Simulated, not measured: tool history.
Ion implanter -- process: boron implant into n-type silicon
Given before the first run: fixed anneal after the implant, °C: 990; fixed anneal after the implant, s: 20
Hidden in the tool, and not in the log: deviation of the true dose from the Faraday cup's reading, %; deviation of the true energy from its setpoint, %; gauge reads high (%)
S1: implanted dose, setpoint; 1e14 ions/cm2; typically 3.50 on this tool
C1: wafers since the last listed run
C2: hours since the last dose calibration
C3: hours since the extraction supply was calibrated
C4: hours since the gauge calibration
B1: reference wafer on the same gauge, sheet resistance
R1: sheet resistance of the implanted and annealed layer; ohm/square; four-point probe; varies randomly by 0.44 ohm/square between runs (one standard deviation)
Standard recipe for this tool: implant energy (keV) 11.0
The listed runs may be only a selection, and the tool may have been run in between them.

{"run": 1, "day": 0.0, "S1": 3.5, "implant energy (keV)": 14.0, "C1": 0, "C2": 1560.3, "C3": 5678.5, "C4": 67.1, "B1": 254.95, "R1": 286.02}
{"run": 2, "day": 0.329, "S1": 3.5, "implant energy (keV)": 14.0, "C1": 151, "C2": 1568.2, "C3": 5686.4, "C4": 75.0, "B1": 255.05, "R1": 286.06}
{"run": 3, "day": 0.683, "S1": 3.5, "implant energy (keV)": 12.0, "C1": 162, "C2": 1576.7, "C3": 5694.9, "C4": 83.5, "B1": 254.95, "R1": 290.11}
{"run": 4, "day": 1.308, "S1": 3.5, "implant energy (keV)": 12.0, "C1": 287, "C2": 1591.7, "C3": 5709.9, "C4": 98.5, "B1": 254.96, "R1": 290.04}
{"run": 5, "day": 1.858, "S1": 3.5, "implant energy (keV)": 9.5, "C1": 252, "C2": 1604.9, "C3": 5723.1, "C4": 111.7, "B1": 254.98, "R1": 297.03}
{"run": 6, "day": 2.225, "S1": 3.5, "implant energy (keV)": 9.5, "C1": 168, "C2": 1613.7, "C3": 5731.9, "C4": 120.5, "B1": 255.03, "R1": 296.93}
{"run": 7, "day": 2.517, "S1": 3.13, "implant energy (keV)": 11.0, "C1": 134, "C2": 1620.7, "C3": 5738.9, "C4": 127.5, "B1": 255.03, "R1": 321.84}
{"run": 8, "day": 2.783, "S1": 3.22, "implant energy (keV)": 11.0, "C1": 122, "C2": 1627.1, "C3": 5745.3, "C4": 133.9, "B1": 255.06, "R1": 313.61}
{"run": 9, "day": 3.496, "S1": 3.22, "implant energy (keV)": 11.0, "C1": 327, "C2": 1644.2, "C3": 5762.4, "C4": 151.0, "B1": 255.02, "R1": 313.38}
{"day": 4.254, "done": "Faraday cup replaced and dose calibrated"}
{"run": 10, "day": 4.275, "S1": 3.22, "implant energy (keV)": 11.0, "C1": 204, "C2": 0.5, "C3": 5781.1, "C4": 169.7, "B1": 254.91, "R1": 313.9}
{"run": 11, "day": 4.346, "S1": 4.08, "implant energy (keV)": 8.0, "C1": 32, "C2": 2.2, "C3": 5782.8, "C4": 171.4, "B1": 255.07, "R1": 265.23}
{"run": 12, "day": 4.646, "S1": 4.08, "implant energy (keV)": 8.0, "C1": 137, "C2": 9.4, "C3": 5790.0, "C4": 178.6, "B1": 254.96, "R1": 265.78}
{"day": 5.096, "done": "gauge calibrated"}
{"run": 13, "day": 5.242, "S1": 3.5, "implant energy (keV)": 8.0, "C1": 273, "C2": 23.7, "C3": 5804.3, "C4": 3.5, "B1": 254.85, "R1": 302.64}
{"day": 5.6, "done": "extraction supply calibrated"}
{"run": 14, "day": 5.754, "S1": 3.5, "implant energy (keV)": 11.0, "C1": 82, "C2": 36.0, "C3": 3.7, "C4": 15.8, "B1": 255.01, "R1": 293.12}
{"run": 15, "day": 6.279, "S1": 2.75, "implant energy (keV)": 11.0, "C1": 241, "C2": 48.6, "C3": 16.3, "C4": 28.4, "B1": 255.0, "R1": 356.72}
{"run": 16, "day": 6.946, "S1": 3.88, "implant energy (keV)": 12.5, "C1": 306, "C2": 64.6, "C3": 32.3, "C4": 44.4, "B1": 254.91, "R1": 265.91}
{"run": 17, "day": 7.325, "S1": 4.41, "implant energy (keV)": 11.0, "C1": 174, "C2": 73.7, "C3": 41.4, "C4": 53.5, "B1": 254.94, "R1": 242.09}
{"run": 18, "day": 7.6, "S1": 4.09, "implant energy (keV)": 12.5, "C1": 126, "C2": 80.3, "C3": 48.0, "C4": 60.1, "B1": 255.04, "R1": 254.6}
{"run": 19, "day": 8.004, "S1": 4.2, "implant energy (keV)": 13.5, "C1": 185, "C2": 90.0, "C3": 57.7, "C4": 69.8, "B1": 255.09, "R1": 246.92}

Expected results for the next run?
{"run": 20, "day": 8.462, "S1": 3.5, "implant energy (keV)": 13.0, "C1": 210, "C2": 101.0, "C3": 68.7, "C4": 80.8, "B1": "?", "R1": "?"}

{"run 20": {"B1": 254.93, "R1": 288.11}}
Had the tool carried no hidden state, the very same run would have given R1 288.11 ohm/square.

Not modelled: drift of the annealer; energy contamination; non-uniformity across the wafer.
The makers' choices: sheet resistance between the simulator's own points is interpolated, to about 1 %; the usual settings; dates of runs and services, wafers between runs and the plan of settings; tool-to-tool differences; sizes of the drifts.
